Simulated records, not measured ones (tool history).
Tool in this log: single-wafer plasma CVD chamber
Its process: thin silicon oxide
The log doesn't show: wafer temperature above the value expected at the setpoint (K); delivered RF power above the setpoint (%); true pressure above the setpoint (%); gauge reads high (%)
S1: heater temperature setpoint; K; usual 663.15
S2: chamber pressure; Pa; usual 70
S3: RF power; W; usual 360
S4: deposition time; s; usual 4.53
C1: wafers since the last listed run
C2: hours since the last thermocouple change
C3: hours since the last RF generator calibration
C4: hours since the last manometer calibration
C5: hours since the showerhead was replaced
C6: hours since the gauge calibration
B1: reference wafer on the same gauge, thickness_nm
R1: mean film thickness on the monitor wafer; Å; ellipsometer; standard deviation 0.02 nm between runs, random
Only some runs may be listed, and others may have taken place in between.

| run | day | S1 | S2 | S3 | S4 | C1 | C2 | C3 | C4 | C5 | C6 | B1 | R1 |
|---|---|---|---|---|---|---|---|---|---|---|---|---|---|
| 1 | 0 | 663.15 | 70 | 360 | 4.53 | 0 | 1764.7 | 2289.2 | 1063.1 | 4051.5 | 116.2 | 7.274 | 67.43 |
| 2 | 0.6 | 663.15 | 70 | 400 | 4.53 | 628 | 1779.1 | 2303.6 | 1077.5 | 4065.9 | 130.6 | 7.272 | 69.69 |
| 3 | 1.208 | 663.15 | 70 | 400 | 4.53 | 637 | 1793.7 | 2318.2 | 1092.1 | 4080.5 | 145.2 | 7.275 | 69.82 |
| 4 | 1.662 | 663.15 | 70 | 400 | 4.53 | 475 | 1804.6 | 2329.1 | 1103 | 4091.4 | 156.1 | 7.27 | 69.72 |
|  | 1.721 | gauge calibrated |
| 5 | 2.358 | 653.15 | 70 | 360 | 4.53 | 729 | 1821.3 | 2345.8 | 1119.7 | 4108.1 | 15.3 | 7.274 | 68.02 |
| 6 | 3.092 | 653.15 | 70 | 360 | 4.53 | 768 | 1838.9 | 2363.4 | 1137.3 | 4125.7 | 32.9 | 7.276 | 67.79 |
| 7 | 3.554 | 663.15 | 70 | 360 | 4.53 | 484 | 1850 | 2374.5 | 1148.4 | 4136.8 | 44 | 7.273 | 67.56 |
| 8 | 4.271 | 663.15 | 70 | 360 | 4.53 | 750 | 1867.2 | 2391.7 | 1165.6 | 4154 | 61.2 | 7.269 | 67.47 |
|  | 4.738 | thermocouple changed; heater temperature recalibrated |
| 9 | 4.804 | 672.15 | 70 | 360 | 4.53 | 209 | 1.6 | 2404.5 | 1178.4 | 4166.8 | 74 | 7.271 | 67.02 |
| 10 | 5.117 | 663.15 | 70 | 360 | 4.53 | 327 | 9.1 | 2412 | 1185.9 | 4174.3 | 81.5 | 7.271 | 67.32 |
|  | 5.575 | showerhead replaced |
| 11 | 5.621 | 676.15 | 70 | 360 | 4.53 | 179 | 21.2 | 2424.1 | 1198 | 1.1 | 93.6 | 7.271 | 67.14 |
|  | 6.062 | RF generator calibrated |
| 12 | 6.35 | 663.15 | 85.2 | 305 | 4.53 | 414 | 38.7 | 6.9 | 1215.5 | 18.6 | 111.1 | 7.271 | 77.49 |
|  | 6.888 | capacitance manometer re-zeroed and calibrated |
| 13 | 6.971 | 675.15 | 76.7 | 335 | 5.12 | 301 | 53.6 | 21.8 | 2 | 33.5 | 126 | 7.271 | 68.26 |
| 14 | 7.696 | 650.15 | 65.3 | 340 | 4.53 | 759 | 71 | 39.2 | 19.4 | 50.9 | 143.4 | 7.275 | 52.41 |
|  | 8.079 | gauge calibrated |
| 15 | 8.254 | 663.15 | 70 | 390 | 4.53 | 585 | 84.4 | 52.6 | 32.8 | 64.3 | 4.2 | 7.273 | 58.96 |
|  | 8.588 | capacitance manometer re-zeroed and calibrated, repeated, since the last time left the tool worse |
| 16 | 8.946 | 675.15 | 76.7 | 335 | 5.12 | 375 | 101 | 69.2 | 8.6 | 80.9 | 20.8 | 7.274 | 76.87 |
| 17 | 9.575 | 652.15 | 62 | 360 | 4.53 | 659 | 116.1 | 84.3 | 23.7 | 96 | 35.9 | 7.274 | 57.27 |
| 18 | 10.254 | 663.15 | 70 | 290 | 4.53 | 711 | 132.4 | 100.6 | 40 | 112.3 | 52.2 | 7.269 | 59.41 |
| 19 | 10.729 | 663.15 | 70 | 320 | 4.53 | 497 | 143.8 | 112 | 51.4 | 123.7 | 63.6 | 7.273 | 61.62 |

Measured result minus the same run's result without the hidden state. Both carry the same run-to-run variation, though not necessarily the same gauge scatter:
| run | R1 |
|---|---|
| 1 | +3.7 |
| 2 | +3.86 |
| 3 | +3.91 |
| 4 | +3.93 |
| 5 | +3.89 |
| 6 | +3.92 |
| 7 | +3.94 |
| 8 | +3.98 |
| 9 | +3.99 |
| 10 | +4.02 |
| 11 | +4.04 |
| 12 | +4.56 |
| 13 | -7.87 |
| 14 | -6.22 |
| 15 | -6.7 |
| 16 | +0.85 |
| 17 | +0.67 |
| 18 | +0.73 |
| 19 | +0.8 |
